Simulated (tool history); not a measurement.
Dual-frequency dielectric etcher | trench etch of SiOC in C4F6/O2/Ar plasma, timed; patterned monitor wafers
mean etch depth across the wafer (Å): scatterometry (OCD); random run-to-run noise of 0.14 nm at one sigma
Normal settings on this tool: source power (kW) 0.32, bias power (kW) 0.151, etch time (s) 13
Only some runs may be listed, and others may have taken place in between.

run,hour,source power (kW),bias power (kW),etch time (s),wafers since the last listed run,hours since the last wet clean,hours since the last source power generator calibration,hours since the last bias power generator calibration,hours since the last upper electrode change,hours since the gauge calibration,"read-back reference wafer on the same gauge, depth_nm",mean etch depth across the wafer (Å)
1,0,0.32,0.151,13,0,209.1,2008.4,4247.6,6155.2,26.9,21.93,226.2
2,9,0.32,0.151,13,197,218.1,2017.4,4256.6,6164.2,35.9,22.01,228.9
3,21.6,0.32,0.151,13,276,230.7,2030,4269.2,6176.8,48.5,22.04,225.2
4,39.2,0.32,0.151,13,386,248.3,2047.6,4286.8,6194.4,66.1,21.99,225.1
5,50.9,0.32,0.151,13,257,260,2059.3,4298.5,6206.1,77.8,21.96,226.4
6,88.9,0.32,0.151,13,835,298,2097.3,4336.5,6244.1,115.8,21.96,225.9
# hour 113.5: wet clean of the chamber
7,114,0.32,0.151,13,24,0.5,2122.4,4361.6,6269.2,140.9,21.96,233.8
# hour 116.2: gauge calibrated
8,117.5,0.32,0.151,13,76,4,2125.9,4365.1,6272.7,1.3,22.05,233.8
9,124.8,0.32,0.151,13,160,11.3,2133.2,4372.4,6280,8.6,21.97,231.6
# hour 137.4: bias power generator calibrated
# hour 154.2: upper electrode replaced
10,154.7,0.32,0.151,13,200,41.2,2163.1,17.3,0.5,38.5,21.99,232.4
11,155,0.32,0.151,13,6,41.5,2163.4,17.6,0.8,38.8,21.97,229.6
12,165.1,0.34,0.125,15.5,221,51.6,2173.5,27.7,10.9,48.9,22,272.2
13,173.4,0.26,0.175,10.5,182,59.9,2181.8,36,19.2,57.2,21.96,177.6
14,188.6,0.38,0.151,10,334,75.1,2197,51.2,34.4,72.4,22.01,188.6
15,197.1,0.27,0.132,13,186,83.6,2205.5,59.7,42.9,80.9,22.06,208.6
16,205.7,0.32,0.124,11.5,189,92.2,2214.1,68.3,51.5,89.5,21.98,195.3
# hour 219.4: source power generator calibrated
17,219.9,0.38,0.167,10,224,106.4,0.5,82.5,65.7,103.7,21.99,190.8
18,229,0.32,0.128,11,200,115.5,9.6,91.6,74.8,112.8,22.08,185.9
19,235.8,0.32,0.151,13,149,122.3,16.4,98.4,81.6,119.6,21.98,225
# hour 270: gauge calibrated
20,278,0.32,0.151,13,927,164.5,58.6,140.6,123.8,8,21.96,226.5
21,294.6,0.32,0.151,13,364,181.1,75.2,157.2,140.4,24.6,22.03,225.6
22,301.8,0.35,0.139,16.5,158,188.3,82.4,164.4,147.6,31.8,21.99,289.5

3 options for the next run, each taken on its own from the tool as it stands now. Forecast them:
A,302.2,0.32,0.151,13,8,188.7,82.8,164.8,148,32.2,?,?
B,302.2,0.37,0.174,15,8,188.7,82.8,164.8,148,32.2,?,?
C,302.2,0.35,0.151,13,8,188.7,82.8,164.8,148,32.2,?,?

run,"read-back reference wafer on the same gauge, depth_nm",mean etch depth across the wafer (Å)
A,21.97,223.8
B,21.97,281.5
C,21.97,231.4
With the hidden condition removed and each run's random variation left untouched, the same runs would have given:
run,mean etch depth across the wafer (Å)
A,230.6
B,290.1
C,238.4

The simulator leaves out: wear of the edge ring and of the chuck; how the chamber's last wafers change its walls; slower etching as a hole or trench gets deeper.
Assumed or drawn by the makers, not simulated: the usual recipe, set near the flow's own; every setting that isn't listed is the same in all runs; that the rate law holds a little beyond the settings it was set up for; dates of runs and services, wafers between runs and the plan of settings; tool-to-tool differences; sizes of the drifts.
